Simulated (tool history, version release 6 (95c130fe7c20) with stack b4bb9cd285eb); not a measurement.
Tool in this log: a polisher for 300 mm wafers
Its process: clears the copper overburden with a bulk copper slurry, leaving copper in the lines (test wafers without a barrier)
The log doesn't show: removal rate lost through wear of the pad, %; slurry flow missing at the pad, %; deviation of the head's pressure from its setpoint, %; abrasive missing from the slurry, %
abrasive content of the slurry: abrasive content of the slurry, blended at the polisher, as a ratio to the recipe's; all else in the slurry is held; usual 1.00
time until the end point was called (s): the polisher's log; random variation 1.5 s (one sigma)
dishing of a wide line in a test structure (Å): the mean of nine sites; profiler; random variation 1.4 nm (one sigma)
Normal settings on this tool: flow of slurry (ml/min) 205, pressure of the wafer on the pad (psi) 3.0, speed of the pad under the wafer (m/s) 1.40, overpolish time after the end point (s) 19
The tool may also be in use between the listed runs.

| run | day | flow of slurry (ml/min) | pressure of the wafer on the pad (psi) | speed of the pad under the wafer (m/s) | abrasive content of the slurry | overpolish time after the end point (s) | wafers since the last listed run | wafers polished on this pad | hours since the slurry nozzle was cleaned | hours since the head pressure was calibrated | hours since the slurry blender was calibrated | incoming thickness of the incoming film, nm | time until the end point was called (s) | dishing of a wide line in a test structure (Å) |
|---|---|---|---|---|---|---|---|---|---|---|---|---|---|---|
| 1 | 0.000 | 205 | 2.2 | 1.40 | 1.00 | 19 | 0 | 323 | 704.1 | 1119.6 | 298.1 | 1241.5 | 133.4 | 888 |
| 2 | 0.262 | 205 | 2.2 | 1.40 | 1.00 | 19 | 41 | 365 | 710.4 | 1125.9 | 304.4 | 1220.3 | 128.7 | 891 |
| 3 | 0.717 | 205 | 2.2 | 1.40 | 1.00 | 19 | 72 | 437 | 721.3 | 1136.8 | 315.3 | 1205.5 | 129.9 | 852 |
| 4 | 1.296 | 205 | 3.0 | 1.40 | 1.00 | 13 | 92 | 529 | 735.2 | 1150.7 | 329.2 | 1209.5 | 103.3 | 830 |
| 5 | 1.638 | 205 | 3.0 | 1.40 | 1.00 | 13 | 54 | 583 | 743.4 | 1158.9 | 337.4 | 1235.7 | 105.9 | 821 |
| 6 | 2.250 | 205 | 3.0 | 1.40 | 1.00 | 13 | 97 | 681 | 758.1 | 1173.6 | 352.1 | 1214.8 | 110.4 | 801 |
| 7 | 2.579 | 205 | 3.0 | 1.40 | 1.00 | 19 | 52 | 733 | 766.0 | 1181.5 | 360.0 | 1219.8 | 111.3 | 1009 |
|  | 3.171 | worn pad replaced by a new one |
| 8 | 3.192 | 205 | 3.0 | 1.40 | 1.00 | 19 | 70 | 3 | 780.7 | 1196.2 | 374.7 | 1239.9 | 101.2 | 1056 |
| 9 | 3.558 | 205 | 3.0 | 1.40 | 1.00 | 19 | 58 | 61 | 789.5 | 1205.0 | 383.5 | 1228.6 | 98.7 | 1062 |
|  | 3.658 | head pressure recalibrated |
| 10 | 3.992 | 205 | 3.0 | 1.40 | 1.00 | 19 | 55 | 117 | 799.9 | 8.0 | 393.9 | 1228.5 | 97.3 | 1046 |
| 11 | 4.250 | 245 | 3.0 | 1.12 | 1.00 | 15 | 41 | 158 | 806.1 | 14.2 | 400.1 | 1216.8 | 120.4 | 821 |
|  | 4.971 | slurry nozzle cleaned |
| 12 | 4.992 | 205 | 3.0 | 1.40 | 1.00 | 13 | 111 | 269 | 0.5 | 32.0 | 417.9 | 1220.7 | 102.0 | 850 |
|  | 5.467 | slurry blender recalibrated |
| 13 | 5.625 | 160 | 2.1 | 1.40 | 1.15 | 19 | 87 | 357 | 15.7 | 47.2 | 3.8 | 1222.2 | 135.4 | 856 |
| 14 | 6.246 | 245 | 3.0 | 1.40 | 1.00 | 19 | 98 | 456 | 30.6 | 62.1 | 18.7 | 1198.6 | 96.7 | 1023 |
| 15 | 6.800 | 205 | 2.1 | 1.40 | 1.00 | 19 | 88 | 544 | 43.9 | 75.4 | 32.0 | 1218.8 | 142.5 | 837 |
| 16 | 7.133 | 185 | 2.2 | 1.40 | 1.25 | 11 | 53 | 597 | 51.9 | 83.4 | 40.0 | 1242.8 | 133.0 | 610 |
| 17 | 7.612 | 205 | 2.2 | 1.28 | 0.90 | 19 | 76 | 673 | 63.4 | 94.9 | 51.5 | 1212.9 | 151.7 | 813 |
|  | 7.846 | worn pad replaced by a new one |
| 18 | 8.275 | 205 | 2.0 | 1.18 | 1.00 | 29 | 78 | 67 | 79.3 | 110.8 | 67.4 | 1226.0 | 160.9 | 968 |
| 19 | 8.954 | 205 | 3.0 | 1.40 | 1.00 | 19 | 108 | 176 | 95.6 | 127.1 | 83.7 | 1228.1 | 95.8 | 1073 |

What will run 20 give?
| 20 | 9.692 | 205 | 3.0 | 1.40 | 1.00 | 22 | 117 | 293 | 113.3 | 144.8 | 101.4 | 1211.9 | ? | ? |

{"run 20": {"time until the end point was called (s)": 98.6, "dishing of a wide line in a test structure (Å)": 1129}}
The same run, on a tool lacking any hidden state, would have yielded time until the end point was called (s) 96.6, dishing of a wide line in a test structure (Å) 1139.
